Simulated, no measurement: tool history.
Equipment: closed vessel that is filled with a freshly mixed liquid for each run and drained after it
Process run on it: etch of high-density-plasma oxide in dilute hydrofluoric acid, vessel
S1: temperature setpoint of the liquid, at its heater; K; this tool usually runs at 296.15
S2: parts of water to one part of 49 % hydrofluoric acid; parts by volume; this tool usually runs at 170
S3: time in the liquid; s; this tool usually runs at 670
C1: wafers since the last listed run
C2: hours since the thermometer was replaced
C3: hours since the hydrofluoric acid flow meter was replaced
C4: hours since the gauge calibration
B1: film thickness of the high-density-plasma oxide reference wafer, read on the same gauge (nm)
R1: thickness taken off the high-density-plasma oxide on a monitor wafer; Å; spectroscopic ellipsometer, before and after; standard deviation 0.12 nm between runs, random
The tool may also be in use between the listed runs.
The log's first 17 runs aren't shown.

Run 18, hour 508.2: usual settings but S3 485 s; C1 1449; C2 1472.9; C3 254.2; C4 40.8; B1 30.00. Result: R1 130.6 Å.
Run 19, hour 527.6: usual settings; C1 898; C2 1492.3; C3 273.6; C4 60.2; B1 30.00. Result: R1 178.5 Å.
Run 20, hour 540.8: usual settings; C1 611; C2 1505.5; C3 286.8; C4 73.4; B1 29.99. Result: R1 177.9 Å.
Run 21, hour 556.8: usual settings but S3 415 s; C1 741; C2 1521.5; C3 302.8; C4 89.4; B1 30.00. Result: R1 110.9 Å.
Run 22, hour 588.4: usual settings but S1 300.65 K, S2 90 parts by volume, S3 280 s; C1 1463; C2 1553.1; C3 334.4; C4 121.0; B1 30.01. Result: R1 185.5 Å.
Run 23, hour 613.6: usual settings but S1 298.15 K, S2 225 parts by volume, S3 770 s; C1 1167; C2 1578.3; C3 359.6; C4 146.2; B1 29.99. Result: R1 158.4 Å.
At hour 618.0: thermometer replaced.
Run 24, hour 672.9: usual settings but S1 299.15 K, S2 105 parts by volume; C1 2700; C2 54.9; C3 418.9; C4 205.5; B1 30.01. Result: R1 372.0 Å.
Run 25, hour 705.2: usual settings but S2 215 parts by volume; C1 1495; C2 87.2; C3 451.2; C4 237.8; B1 30.02. Result: R1 144.4 Å.
Run 26, hour 719.5: usual settings but S3 960 s; C1 662; C2 101.5; C3 465.5; C4 252.1; B1 30.01. Result: R1 274.4 Å.
Run 27, hour 751.8: usual settings but S1 301.15 K, S2 240 parts by volume, S3 1000 s; C1 1495; C2 133.8; C3 497.8; C4 284.4; B1 29.99. Result: R1 225.6 Å.
Run 28, hour 769.4: usual settings but S3 840 s; C1 815; C2 151.4; C3 515.4; C4 302.0; B1 29.98. Result: R1 239.8 Å.
Run 29, hour 844.1: usual settings but S1 299.65 K, S2 100 parts by volume, S3 455 s; C1 3459; C2 226.1; C3 590.1; C4 376.7; B1 30.00. Result: R1 272.7 Å.
Run 30, hour 884.2: usual settings; C1 1857; C2 266.2; C3 630.2; C4 416.8; B1 29.99. Result: R1 191.0 Å.
Run 31, hour 906.8: usual settings but S3 540 s; C1 1046; C2 288.8; C3 652.8; C4 439.4; B1 30.00. Result: R1 154.3 Å.
Run 32, hour 934.1: usual settings but S2 95 parts by volume; C1 1264; C2 316.1; C3 680.1; C4 466.7; B1 29.99. Result: R1 369.6 Å.
Run 33, hour 957.0: usual settings but S2 90 parts by volume; C1 1060; C2 339.0; C3 703.0; C4 489.6; B1 30.00. Result: R1 390.0 Å.

Consider 3 possible next runs. They are alternatives, not a sequence: every one starts from the tool as it was left by run 33. What does each give?
Run A, hour 957.8: usual settings but S3 505 s; C1 37; C2 339.8; C3 703.8; C4 490.4; B1 ?. Result: R1 ?.
Run B, hour 957.8: usual settings but S2 130 parts by volume, S3 835 s; C1 37; C2 339.8; C3 703.8; C4 490.4; B1 ?. Result: R1 ?.
Run C, hour 957.8: usual settings but S1 293.65 K, S2 220 parts by volume, S3 1010 s; C1 37; C2 339.8; C3 703.8; C4 490.4; B1 ?. Result: R1 ?.

run     B1     R1
  A  30.01  144.9
  B  30.01  327.5
  C  30.01  193.5
With the hidden condition removed and each run's random variation left untouched, the same runs would have given:
run     R1
  A  147.8
  B  334.1
  C  197.3
